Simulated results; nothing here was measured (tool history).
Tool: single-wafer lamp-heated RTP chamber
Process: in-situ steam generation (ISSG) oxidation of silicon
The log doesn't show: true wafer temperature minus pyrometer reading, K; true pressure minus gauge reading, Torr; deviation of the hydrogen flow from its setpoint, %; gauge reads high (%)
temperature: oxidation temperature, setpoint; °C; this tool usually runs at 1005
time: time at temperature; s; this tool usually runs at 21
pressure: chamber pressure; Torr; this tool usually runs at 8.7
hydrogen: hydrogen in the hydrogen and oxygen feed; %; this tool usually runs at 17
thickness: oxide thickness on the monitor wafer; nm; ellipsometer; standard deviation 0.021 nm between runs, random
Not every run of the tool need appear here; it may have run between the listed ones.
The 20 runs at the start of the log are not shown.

| run | hour | temperature | time | pressure | hydrogen | wafers since the last listed run | wafers since the last pyrometer calibration | hours since the pressure gauge was zeroed | hours since the hydrogen flow controller was replaced | hours since the gauge calibration | read-back reference wafer on the same gauge, thickness | thickness |
|---|---|---|---|---|---|---|---|---|---|---|---|---|
| 21 | 1054.1 | 1005 | 21 | 9.8 | 17 | 407 | 2912 | 4997.0 | 559.4 | 285.9 | 4.954 | 5.689 |
|  | 1121.3 | pyrometer window cleaned and pyrometer calibrated |
| 22 | 1124.6 | 1005 | 21 | 9.9 | 17 | 684 | 36 | 5067.5 | 629.9 | 356.4 | 4.947 | 5.511 |
|  | 1138.3 | pressure gauge zeroed |
| 23 | 1178.3 | 1015 | 18 | 9.3 | 12 | 500 | 537 | 40.0 | 683.6 | 410.1 | 4.948 | 5.050 |
| 24 | 1207.0 | 985 | 21 | 7.7 | 12 | 314 | 851 | 68.7 | 712.3 | 438.8 | 4.952 | 4.828 |
| 25 | 1233.3 | 1005 | 21 | 8.7 | 17 | 288 | 1139 | 95.0 | 738.6 | 465.1 | 4.948 | 5.678 |
| 26 | 1292.2 | 1005 | 21 | 8.7 | 17 | 645 | 1785 | 153.9 | 797.5 | 524.0 | 4.952 | 5.682 |
| 27 | 1352.7 | 1005 | 28 | 8.7 | 11 | 662 | 2447 | 214.4 | 858.0 | 584.5 | 4.948 | 6.093 |
| 28 | 1400.9 | 1005 | 21 | 9.1 | 20 | 528 | 2975 | 262.6 | 906.2 | 632.7 | 4.950 | 5.953 |
|  | 1424.3 | pyrometer window cleaned and pyrometer calibrated |
| 29 | 1456.9 | 985 | 24 | 8.7 | 12 | 525 | 357 | 318.6 | 962.2 | 688.7 | 4.949 | 5.163 |
| 30 | 1514.7 | 1005 | 21 | 8.7 | 17 | 633 | 990 | 376.4 | 1020.0 | 746.5 | 4.949 | 5.681 |
| 31 | 1565.3 | 1005 | 21 | 8.7 | 17 | 554 | 1544 | 427.0 | 1070.6 | 797.1 | 4.952 | 5.710 |
| 32 | 1592.0 | 1005 | 16 | 8.7 | 17 | 292 | 1837 | 453.7 | 1097.3 | 823.8 | 4.951 | 4.979 |

Predict each of these 3 candidate next runs independently; none follows another, all start after run 32:
| A | 1592.4 | 1005 | 21 | 8.7 | 17 | 4 | 1841 | 454.1 | 1097.7 | 824.2 | ? | ? |
| B | 1592.4 | 1005 | 16 | 8.7 | 25 | 4 | 1841 | 454.1 | 1097.7 | 824.2 | ? | ? |
| C | 1592.4 | 1005 | 21 | 8.1 | 11 | 4 | 1841 | 454.1 | 1097.7 | 824.2 | ? | ? |

| run | read-back reference wafer on the same gauge, thickness | thickness |
|---|---|---|
| A | 4.950 | 5.717 |
| B | 4.950 | 5.498 |
| C | 4.950 | 5.218 |
With the hidden condition removed and each run's random variation left untouched, the same runs would have given:
| run | thickness |
|---|---|
| A | 5.577 |
| B | 5.374 |
| C | 5.092 |

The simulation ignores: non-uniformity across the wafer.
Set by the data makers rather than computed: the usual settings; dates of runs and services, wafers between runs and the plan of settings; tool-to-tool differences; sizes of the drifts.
